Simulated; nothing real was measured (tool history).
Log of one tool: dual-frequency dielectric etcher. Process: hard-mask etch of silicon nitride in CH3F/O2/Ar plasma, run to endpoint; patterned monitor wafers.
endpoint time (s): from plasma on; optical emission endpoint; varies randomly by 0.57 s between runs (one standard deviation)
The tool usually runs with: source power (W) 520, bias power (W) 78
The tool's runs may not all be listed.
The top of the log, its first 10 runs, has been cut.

run   hour  source power (W)  bias power (W)  wafers since the last listed run  hours since the last wet clean  hours since the last source power generator calibration  hours since the last bias power generator calibration  hours since the last upper electrode change  incoming incoming film thickness, nm  endpoint time (s)
 11  232.6               470              78                               186                            21.8                                                     2538                                                 1811.2                                         3207                                 48.24               69.4
 12  264.6               420              78                               302                            53.8                                                     2570                                                 1843.2                                         3239                                 48.54               74.7
     305.6  -- upper electrode replaced
 13  306.1               420              78                               165                            95.3                                                   2611.5                                                 1884.7                                          0.5                                 48.43               73.3
 14  340.5               420              78                               325                           129.7                                                   2645.9                                                 1919.1                                         34.9                                 48.26               72.8
 15  371.8               520              78                               296                             161                                                   2677.2                                                 1950.4                                         66.2                                 48.12               64.8
 16  394.5               520              78                               214                           183.7                                                   2699.9                                                 1973.1                                         88.9                                 48.81               65.8
     404.8  -- bias power generator calibrated
 17  414.4               570              78                               150                           203.6                                                   2719.8                                                    9.6                                        108.8                                 48.17               60.5
 18  430.2               520              78                               149                           219.4                                                   2735.6                                                   25.4                                        124.6                                 48.54               63.5
 19  451.8               520              97                               204                             241                                                   2757.2                                                     47                                        146.2                                  48.1               59.4
 20  469.9               520              92                               171                           259.1                                                   2775.3                                                   65.1                                        164.3                                 48.08               60.3
 21  492.6               400              66                               214                           281.8                                                     2798                                                   87.8                                          187                                 49.13                 79
 22  507.4               520              78                               140                           296.6                                                   2812.8                                                  102.6                                        201.8                                 48.16                 63
 23  542.3               520              61                               330                           331.5                                                   2847.7                                                  137.5                                        236.7                                 48.38               67.6
 24  557.2               420              78                               141                           346.4                                                   2862.6                                                  152.4                                        251.6                                 48.61               71.6
 25    571               470              78                               130                           360.2                                                   2876.4                                                  166.2                                        265.4                                 48.16               64.9
 26  595.7               520              78                               233                           384.9                                                   2901.1                                                  190.9                                        290.1                                 47.76               61.3
     619.8  -- wet clean of the chamber
 27  628.6               590              96                                84                             8.8                                                     2934                                                  223.8                                          323                                 48.42               58.9
     635.5  -- source power generator calibrated
 28  660.3               390              95                               262                            40.5                                                     24.8                                                  255.5                                        354.7                                  48.6                 75
 29  681.8               630              62                               203                              62                                                     46.3                                                    277                                        376.2                                 48.39               62.4
 30  706.4               570              59                               232                            86.6                                                     70.9                                                  301.6                                        400.8                                 47.97               66.4
 31  724.5               590              71                               171                           104.7                                                       89                                                  319.7                                        418.9                                 48.11               63.1
 32    749               520              78                               231                           129.2                                                    113.5                                                  344.2                                        443.4                                 48.41               64.8
 33  775.9               600              69                               254                           156.1                                                    140.4                                                  371.1                                        470.3                                 47.83               62.2
 34  798.8               520              78                               216                             179                                                    163.3                                                    394                                        493.2                                 47.75               64.4

What if the next run were any one of these 4? Each begins from the tool's condition after run 34:
  A  799.2               600              78                                 3                           179.4                                                    163.7                                                  394.4                                        493.6                                 48.06                  ?
  B  799.2               430              78                                 3                           179.4                                                    163.7                                                  394.4                                        493.6                                 48.06                  ?
  C  799.2               420              91                                 3                           179.4                                                    163.7                                                  394.4                                        493.6                                 48.06                  ?
  D  799.2               450              66                                 3                           179.4                                                    163.7                                                  394.4                                        493.6                                 48.06                  ?

run  endpoint time (s)
  A               59.7
  B               72.2
  C                 70
  D               73.5
Without the tool's unlogged condition, the same runs would have read:
run  endpoint time (s)
  A               60.9
  B               73.6
  C               71.4
  D                 75

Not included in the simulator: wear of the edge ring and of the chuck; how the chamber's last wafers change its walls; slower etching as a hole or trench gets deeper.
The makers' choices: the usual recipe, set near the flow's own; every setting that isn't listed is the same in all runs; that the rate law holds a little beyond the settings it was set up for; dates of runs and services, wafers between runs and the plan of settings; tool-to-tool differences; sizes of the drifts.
